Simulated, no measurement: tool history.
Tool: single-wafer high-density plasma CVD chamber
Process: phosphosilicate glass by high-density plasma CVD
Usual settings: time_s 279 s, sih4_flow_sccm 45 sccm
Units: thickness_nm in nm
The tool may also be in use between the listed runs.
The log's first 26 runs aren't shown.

run   hour  time_s  sih4_flow_sccm  read-back reference wafer on the same gauge, thickness_nm  thickness_nm
     362.4  -- gauge calibrated
 27  378.2     230              48                                                   1220.448      1080.128
 28  387.4     279              45                                                   1220.148      1228.544
 29  395.2     301              49                                                   1220.679      1431.693
 30  411.5     247              39                                                   1220.359        939.41
 31  427.6     328              51                                                   1220.638      1641.797
 32  436.2     305              52                                                    1219.79      1544.837
 33  452.5     279              45                                                   1219.726      1227.737
 34  469.2     279              45                                                   1221.148      1228.074
 35  477.9     236              39                                                   1221.087        896.63
       502  -- silane flow controller replaced
 36  502.5     332              45                                                   1221.076       1371.84

Forecast run 37:
 37  512.6     231              49                                                          ?             ?

read-back reference wafer on the same gauge, thickness_nm: 1220.927
thickness_nm: 1044.369 nm
Without the tool's hidden state the same run would have given thickness_nm 1042.413 nm.
